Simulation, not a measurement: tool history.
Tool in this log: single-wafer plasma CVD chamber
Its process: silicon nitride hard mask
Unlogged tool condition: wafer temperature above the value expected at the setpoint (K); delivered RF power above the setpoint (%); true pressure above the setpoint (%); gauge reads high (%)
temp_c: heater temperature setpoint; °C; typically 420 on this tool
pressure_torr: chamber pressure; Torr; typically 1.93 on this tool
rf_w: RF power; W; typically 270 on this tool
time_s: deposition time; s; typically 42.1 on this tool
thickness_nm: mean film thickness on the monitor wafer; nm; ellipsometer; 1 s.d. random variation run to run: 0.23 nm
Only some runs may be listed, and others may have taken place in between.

| run | day | temp_c | pressure_torr | rf_w | time_s | wafers since the last listed run | hours since the last thermocouple change | hours since the last RF generator calibration | hours since the last manometer calibration | hours since the showerhead was replaced | hours since the gauge calibration | read-back reference wafer on the same gauge, thickness_nm | thickness_nm |
|---|---|---|---|---|---|---|---|---|---|---|---|---|---|
| 1 | 0.000 | 420 | 1.93 | 270 | 42.1 | 0 | 743.5 | 461.6 | 239.8 | 3078.4 | 548.6 | 56.020 | 48.201 |
| 2 | 1.829 | 420 | 1.93 | 270 | 42.1 | 830 | 787.4 | 505.5 | 283.7 | 3122.3 | 592.5 | 55.852 | 48.248 |
| 3 | 6.292 | 420 | 1.93 | 270 | 42.1 | 2025 | 894.5 | 612.6 | 390.8 | 3229.4 | 699.6 | 55.781 | 48.075 |
| 4 | 9.967 | 420 | 1.93 | 270 | 42.1 | 1668 | 982.7 | 700.8 | 479.0 | 3317.6 | 787.8 | 55.627 | 47.937 |
| 5 | 12.354 | 420 | 1.93 | 270 | 42.1 | 1083 | 1040.0 | 758.1 | 536.3 | 3374.9 | 845.1 | 55.703 | 47.968 |
| 6 | 15.888 | 420 | 1.93 | 270 | 42.1 | 1603 | 1124.8 | 842.9 | 621.1 | 3459.7 | 929.9 | 55.613 | 48.063 |
|  | 17.867 | RF generator calibrated |
| 7 | 19.608 | 420 | 1.93 | 270 | 42.1 | 1537 | 1214.1 | 41.8 | 710.4 | 3549.0 | 1019.2 | 55.545 | 47.845 |
| 8 | 21.442 | 420 | 1.93 | 270 | 46.0 | 832 | 1258.1 | 85.8 | 754.4 | 3593.0 | 1063.2 | 55.550 | 52.518 |
| 9 | 24.338 | 420 | 1.93 | 270 | 42.1 | 1314 | 1327.6 | 155.3 | 823.9 | 3662.5 | 1132.7 | 55.431 | 48.213 |
|  | 25.750 | thermocouple changed; heater temperature recalibrated |
| 10 | 26.342 | 420 | 1.93 | 270 | 42.1 | 758 | 14.2 | 203.4 | 872.0 | 3710.6 | 1180.8 | 55.458 | 47.973 |
|  | 30.542 | showerhead replaced |
|  | 31.038 | capacitance manometer re-zeroed and calibrated |
| 11 | 31.058 | 420 | 1.75 | 270 | 33.8 | 1838 | 127.4 | 316.6 | 0.5 | 12.4 | 1294.0 | 55.498 | 36.900 |
| 12 | 34.712 | 420 | 1.93 | 270 | 39.4 | 1658 | 215.1 | 404.3 | 88.2 | 100.1 | 1381.7 | 55.403 | 44.633 |
|  | 37.154 | gauge calibrated |
| 13 | 37.846 | 420 | 1.93 | 270 | 42.1 | 1422 | 290.3 | 479.5 | 163.4 | 175.3 | 16.6 | 57.241 | 49.447 |
| 14 | 42.312 | 420 | 1.73 | 270 | 42.1 | 2027 | 397.5 | 586.7 | 270.6 | 282.5 | 123.8 | 56.930 | 46.654 |
| 15 | 43.912 | 412 | 1.52 | 245 | 46.3 | 726 | 435.9 | 625.1 | 309.0 | 320.9 | 162.2 | 56.797 | 44.847 |
| 16 | 47.917 | 420 | 1.93 | 270 | 35.1 | 1817 | 532.0 | 721.2 | 405.1 | 417.0 | 258.3 | 56.674 | 40.641 |

Alternative continuations, all from the tool just after run 16; predict every row:
| A | 47.933 | 420 | 1.93 | 270 | 42.1 | 7 | 532.4 | 721.6 | 405.5 | 417.4 | 258.7 | ? | ? |
| B | 47.933 | 408 | 1.93 | 270 | 42.1 | 7 | 532.4 | 721.6 | 405.5 | 417.4 | 258.7 | ? | ? |
| C | 47.933 | 425 | 1.93 | 290 | 42.1 | 7 | 532.4 | 721.6 | 405.5 | 417.4 | 258.7 | ? | ? |
| D | 47.933 | 414 | 1.93 | 270 | 50.0 | 7 | 532.4 | 721.6 | 405.5 | 417.4 | 258.7 | ? | ? |
| E | 47.933 | 411 | 1.75 | 270 | 44.7 | 7 | 532.4 | 721.6 | 405.5 | 417.4 | 258.7 | ? | ? |

| run | read-back reference wafer on the same gauge, thickness_nm | thickness_nm |
|---|---|---|
| A | 56.643 | 48.898 |
| B | 56.643 | 49.127 |
| C | 56.643 | 51.146 |
| D | 56.643 | 58.189 |
| E | 56.643 | 49.777 |
Without the tool's unlogged condition, the same runs would have read:
| run | thickness_nm |
|---|---|
| A | 49.540 |
| B | 49.772 |
| C | 51.817 |
| D | 58.953 |
| E | 50.431 |
